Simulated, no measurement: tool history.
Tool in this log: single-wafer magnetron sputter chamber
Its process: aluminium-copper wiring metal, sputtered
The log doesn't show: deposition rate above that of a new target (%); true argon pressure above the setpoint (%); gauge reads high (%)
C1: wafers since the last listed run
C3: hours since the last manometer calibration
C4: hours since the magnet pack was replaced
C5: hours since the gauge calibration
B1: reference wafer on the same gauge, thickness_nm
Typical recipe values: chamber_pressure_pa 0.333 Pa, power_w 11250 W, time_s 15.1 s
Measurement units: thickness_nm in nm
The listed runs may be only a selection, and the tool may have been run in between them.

run 1 hour=0.0 | chamber_pressure_pa=0.243 power_w=10050 time_s=15.1 | C1=0 wafers_on_the_sputter_target=114 C3=1338.5 C4=9956.6 C5=61.4 | B1=376.083 | thickness_nm=310.973
run 2 hour=16.8 | chamber_pressure_pa=0.243 power_w=10050 time_s=15.1 | C1=432 wafers_on_the_sputter_target=546 C3=1355.3 C4=9973.4 C5=78.2 | B1=375.899 | thickness_nm=309.599
run 3 hour=29.5 | chamber_pressure_pa=0.333 power_w=9300 time_s=15.1 | C1=326 wafers_on_the_sputter_target=873 C3=1368.0 C4=9986.1 C5=90.9 | B1=376.089 | thickness_nm=277.590
run 4 hour=37.5 | chamber_pressure_pa=0.333 power_w=11250 time_s=15.1 | C1=205 wafers_on_the_sputter_target=1079 C3=1376.0 C4=9994.1 C5=98.9 | B1=376.039 | thickness_nm=336.989
run 5 hour=46.5 | chamber_pressure_pa=0.333 power_w=11250 time_s=15.1 | C1=231 wafers_on_the_sputter_target=1311 C3=1385.0 C4=10003.1 C5=107.9 | B1=375.926 | thickness_nm=336.959
run 6 hour=61.0 | chamber_pressure_pa=0.333 power_w=11250 time_s=15.1 | C1=373 wafers_on_the_sputter_target=1684 C3=1399.5 C4=10017.6 C5=122.4 | B1=376.004 | thickness_nm=334.656
-- hour=61.9 gauge calibrated
run 7 hour=70.2 | chamber_pressure_pa=0.333 power_w=11250 time_s=15.1 | C1=236 wafers_on_the_sputter_target=1921 C3=1408.7 C4=10026.8 C5=8.3 | B1=376.174 | thickness_nm=335.199
-- hour=81.0 capacitance manometer re-zeroed and calibrated
run 8 hour=87.7 | chamber_pressure_pa=0.251 power_w=11250 time_s=18.0 | C1=244 wafers_on_the_sputter_target=2165 C3=6.7 C4=10044.3 C5=25.8 | B1=375.990 | thickness_nm=408.945
run 9 hour=99.3 | chamber_pressure_pa=0.401 power_w=12600 time_s=18.0 | C1=298 wafers_on_the_sputter_target=2464 C3=18.3 C4=10055.9 C5=37.4 | B1=376.086 | thickness_nm=430.268
run 10 hour=113.6 | chamber_pressure_pa=0.333 power_w=11250 time_s=15.1 | C1=368 wafers_on_the_sputter_target=2832 C3=32.6 C4=10070.2 C5=51.7 | B1=375.787 | thickness_nm=330.790
-- hour=131.5 magnet pack replaced
-- hour=132.1 sputter target and shields replaced
run 11 hour=132.6 | chamber_pressure_pa=0.204 power_w=13800 time_s=17.9 | C1=265 wafers_on_the_sputter_target=12 C3=51.6 C4=1.1 C5=70.7 | B1=375.916 | thickness_nm=517.673
run 12 hour=141.2 | chamber_pressure_pa=0.333 power_w=11250 time_s=14.2 | C1=221 wafers_on_the_sputter_target=233 C3=60.2 C4=9.7 C5=79.3 | B1=376.133 | thickness_nm=317.381
run 13 hour=153.5 | chamber_pressure_pa=0.333 power_w=11250 time_s=15.1 | C1=316 wafers_on_the_sputter_target=549 C3=72.5 C4=22.0 C5=91.6 | B1=375.800 | thickness_nm=337.209
run 14 hour=163.5 | chamber_pressure_pa=0.204 power_w=13800 time_s=17.9 | C1=257 wafers_on_the_sputter_target=807 C3=82.5 C4=32.0 C5=101.6 | B1=376.038 | thickness_nm=514.756
-- hour=169.9 gauge calibrated
run 15 hour=174.3 | chamber_pressure_pa=0.203 power_w=9450 time_s=16.0 | C1=277 wafers_on_the_sputter_target=1085 C3=93.3 C4=42.8 C5=4.4 | B1=376.194 | thickness_nm=314.759

Difference, measured minus no-hidden-state, one row per run. Run-to-run variation is common to both terms; the gauge's own scatter need not be:
run=1 thickness_nm=-0.961
run=2 thickness_nm=-1.124
run=3 thickness_nm=-1.249
run=4 thickness_nm=-1.772
run=5 thickness_nm=-2.124
run=6 thickness_nm=-2.817
run=7 thickness_nm=-3.366
run=8 thickness_nm=-5.615
run=9 thickness_nm=-7.152
run=10 thickness_nm=-6.843
run=11 thickness_nm=-0.431
run=12 thickness_nm=-0.296
run=13 thickness_nm=-0.472
run=14 thickness_nm=-1.056
run=15 thickness_nm=-0.956
